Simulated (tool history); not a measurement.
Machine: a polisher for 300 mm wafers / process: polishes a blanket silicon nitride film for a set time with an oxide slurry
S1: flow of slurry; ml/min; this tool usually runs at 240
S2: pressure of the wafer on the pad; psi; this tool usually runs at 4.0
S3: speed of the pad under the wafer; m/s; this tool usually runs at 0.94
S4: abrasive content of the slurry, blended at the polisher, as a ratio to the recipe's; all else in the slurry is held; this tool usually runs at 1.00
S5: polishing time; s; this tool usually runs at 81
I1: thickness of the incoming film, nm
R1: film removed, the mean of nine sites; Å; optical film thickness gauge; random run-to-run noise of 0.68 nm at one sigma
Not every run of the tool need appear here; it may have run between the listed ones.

run 1 day=0.000 | S1=240 S2=4.0 S3=0.94 S4=1.00 S5=81 | I1=292.0 | R1=460
-- day=0.008 conditioning disc replaced and pad reconditioned
-- day=0.300 worn pad replaced by a new one
run 2 day=1.979 | S1=240 S2=4.0 S3=0.94 S4=1.00 S5=81 | I1=290.9 | R1=459
-- day=2.988 slurry blender recalibrated
run 3 day=3.267 | S1=240 S2=4.0 S3=0.94 S4=1.00 S5=81 | I1=293.0 | R1=464
run 4 day=4.458 | S1=185 S2=4.0 S3=0.94 S4=1.00 S5=81 | I1=289.7 | R1=445
run 5 day=5.096 | S1=185 S2=4.0 S3=0.94 S4=1.00 S5=81 | I1=286.7 | R1=438
-- day=5.758 worn pad replaced by a new one
run 6 day=5.775 | S1=185 S2=4.0 S3=0.94 S4=1.00 S5=81 | I1=290.9 | R1=437
-- day=6.346 slurry nozzle cleaned
run 7 day=7.342 | S1=240 S2=4.0 S3=0.94 S4=1.00 S5=81 | I1=291.4 | R1=458
run 8 day=9.454 | S1=240 S2=4.0 S3=0.94 S4=1.00 S5=81 | I1=287.4 | R1=458
run 9 day=9.921 | S1=175 S2=4.0 S3=0.94 S4=1.00 S5=81 | I1=293.1 | R1=437
-- day=10.488 worn pad replaced by a new one
run 10 day=10.508 | S1=240 S2=4.0 S3=0.94 S4=1.00 S5=81 | I1=287.8 | R1=446
run 11 day=10.846 | S1=240 S2=4.0 S3=0.94 S4=1.00 S5=81 | I1=293.6 | R1=464
-- day=11.179 conditioning disc replaced and pad reconditioned
run 12 day=11.596 | S1=240 S2=4.0 S3=1.24 S4=1.00 S5=81 | I1=291.3 | R1=543
-- day=12.446 head pressure recalibrated
run 13 day=13.217 | S1=240 S2=4.0 S3=0.94 S4=1.00 S5=81 | I1=290.2 | R1=451
-- day=13.808 slurry blender recalibrated
run 14 day=13.833 | S1=240 S2=4.0 S3=0.94 S4=1.00 S5=81 | I1=289.0 | R1=460
run 15 day=14.475 | S1=240 S2=4.0 S3=1.16 S4=1.00 S5=81 | I1=294.3 | R1=518
-- day=15.742 worn pad replaced by a new one
run 16 day=16.383 | S1=240 S2=4.0 S3=0.94 S4=0.85 S5=81 | I1=293.3 | R1=428
run 17 day=16.850 | S1=240 S2=3.1 S3=1.06 S4=0.85 S5=88 | I1=290.1 | R1=394
run 18 day=17.200 | S1=275 S2=4.0 S3=0.68 S4=1.00 S5=81 | I1=292.4 | R1=394
run 19 day=17.700 | S1=240 S2=2.7 S3=1.22 S4=1.00 S5=105 | I1=294.0 | R1=488
run 20 day=18.429 | S1=185 S2=4.0 S3=0.94 S4=1.00 S5=81 | I1=289.7 | R1=440
run 21 day=19.017 | S1=240 S2=4.0 S3=0.94 S4=1.00 S5=81 | I1=290.4 | R1=469
run 22 day=19.425 | S1=240 S2=4.0 S3=0.94 S4=1.00 S5=55 | I1=288.1 | R1=310

What if the next run were any one of these 5? Each begins from the tool's condition after run 22:
run A day=19.442 | S1=240 S2=5.1 S3=0.94 S4=1.00 S5=81 | I1=285.7 | R1=?
run B day=19.442 | S1=310 S2=4.0 S3=0.94 S4=1.00 S5=81 | I1=285.7 | R1=?
run C day=19.442 | S1=240 S2=3.6 S3=0.94 S4=1.00 S5=81 | I1=285.7 | R1=?
run D day=19.442 | S1=240 S2=4.9 S3=0.94 S4=1.00 S5=73 | I1=285.7 | R1=?
run E day=19.442 | S1=270 S2=4.0 S3=0.94 S4=0.90 S5=81 | I1=285.7 | R1=?

run=A R1=566
run=B R1=465
run=C R1=412
run=D R1=491
run=E R1=440
Without the tool's hidden state the same runs would have given:
run=A R1=566
run=B R1=465
run=C R1=412
run=D R1=491
run=E R1=440
